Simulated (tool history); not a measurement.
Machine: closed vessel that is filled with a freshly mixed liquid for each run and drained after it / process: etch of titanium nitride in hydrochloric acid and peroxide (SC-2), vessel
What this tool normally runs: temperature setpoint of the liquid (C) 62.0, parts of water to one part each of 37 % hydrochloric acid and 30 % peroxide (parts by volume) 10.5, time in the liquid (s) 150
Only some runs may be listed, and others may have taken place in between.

run   hour  temperature setpoint of the liquid (C)  parts of water to one part each of 37 % hydrochloric acid and 30 % peroxide (parts by volume)  time in the liquid (s)  read-back film thickness of the titanium nitride reference wafer, read on the same gauge (nm)  thickness taken off the titanium nitride on a monitor wafer (Å)
  1    0.0                                    62.0                                                                                           14.0                     150                                                                                         50.017                                                            26.10
  2    9.7                                    62.0                                                                                           14.0                     150                                                                                         50.064                                                            26.23
  3   16.7                                    62.0                                                                                           14.0                     150                                                                                         50.054                                                            25.95
  4   25.1                                    62.0                                                                                           10.5                     150                                                                                         49.991                                                            33.58
  5   39.3                                    62.0                                                                                           10.5                     150                                                                                         50.030                                                            33.52
  6   52.9                                    62.0                                                                                           10.5                     150                                                                                         50.051                                                            33.25
  7   69.4                                    66.5                                                                                           10.5                     150                                                                                         49.972                                                            44.40
  8   84.7                                    66.5                                                                                           10.5                     150                                                                                         50.019                                                            44.28
      96.4  -- new drum of peroxide connected
  9   97.1                                    62.0                                                                                           10.5                     150                                                                                         49.976                                                            33.28
 10  109.0                                    62.0                                                                                           10.5                     150                                                                                         49.967                                                            33.32
 11  123.6                                    62.0                                                                                           10.5                     150                                                                                         50.012                                                            32.83
 12  140.6                                    62.0                                                                                           10.5                     150                                                                                         49.983                                                            33.05
 13  151.3                                    62.0                                                                                           10.5                     150                                                                                         50.015                                                            33.11
     153.5  -- gauge calibrated
 14  157.8                                    62.0                                                                                           13.0                      85                                                                                         49.995                                                            15.53
 15  173.2                                    62.0                                                                                           10.5                     230                                                                                         49.997                                                            50.64
 16  189.7                                    62.0                                                                                            8.0                     120                                                                                         50.028                                                            33.13
     191.7  -- thermometer replaced
 17  206.6                                    71.5                                                                                           12.0                     225                                                                                         50.005                                                            90.87
 18  219.1                                    65.5                                                                                           10.5                     150                                                                                         49.961                                                            47.25
     230.1  -- chemicals flow meter replaced
 19  233.5                                    52.5                                                                                           10.5                     220                                                                                         49.979                                                            33.71
 20  247.6                                    55.5                                                                                           12.0                     150                                                                                         50.026                                                            25.17
 21  261.7                                    62.0                                                                                            7.0                     195                                                                                         50.011                                                            76.06
 22  272.7                                    62.0                                                                                           10.5                     150                                                                                         49.983                                                            42.07
 23  282.4                                    65.0                                                                                           10.5                     150                                                                                         49.999                                                            50.26
 24  300.1                                    62.0                                                                                           14.5                     150                                                                                         50.024                                                            31.67

Alternative continuations, all from the tool just after run 24; predict every row:
  A  300.8                                    62.0                                                                                           10.5                     150                                                                                              ?                                                                ?
  B  300.8                                    59.0                                                                                            8.5                     150                                                                                              ?                                                                ?
  C  300.8                                    66.5                                                                                            9.0                     150                                                                                              ?                                                                ?
  D  300.8                                    62.0                                                                                           14.0                     215                                                                                              ?                                                                ?
  E  300.8                                    66.5                                                                                           13.0                     235                                                                                              ?                                                                ?

run  read-back film thickness of the titanium nitride reference wafer, read on the same gauge (nm)  thickness taken off the titanium nitride on a monitor wafer (Å)
  A                                                                                         50.039                                                            41.79
  B                                                                                         50.039                                                            41.24
  C                                                                                         50.039                                                            62.59
  D                                                                                         50.039                                                            46.78
  E                                                                                         50.039                                                            71.87
Without the tool's hidden state the same runs would have given:
run  thickness taken off the titanium nitride on a monitor wafer (Å)
  A                                                            43.07
  B                                                            42.50
  C                                                            64.45
  D                                                            48.23
  E                                                            74.04

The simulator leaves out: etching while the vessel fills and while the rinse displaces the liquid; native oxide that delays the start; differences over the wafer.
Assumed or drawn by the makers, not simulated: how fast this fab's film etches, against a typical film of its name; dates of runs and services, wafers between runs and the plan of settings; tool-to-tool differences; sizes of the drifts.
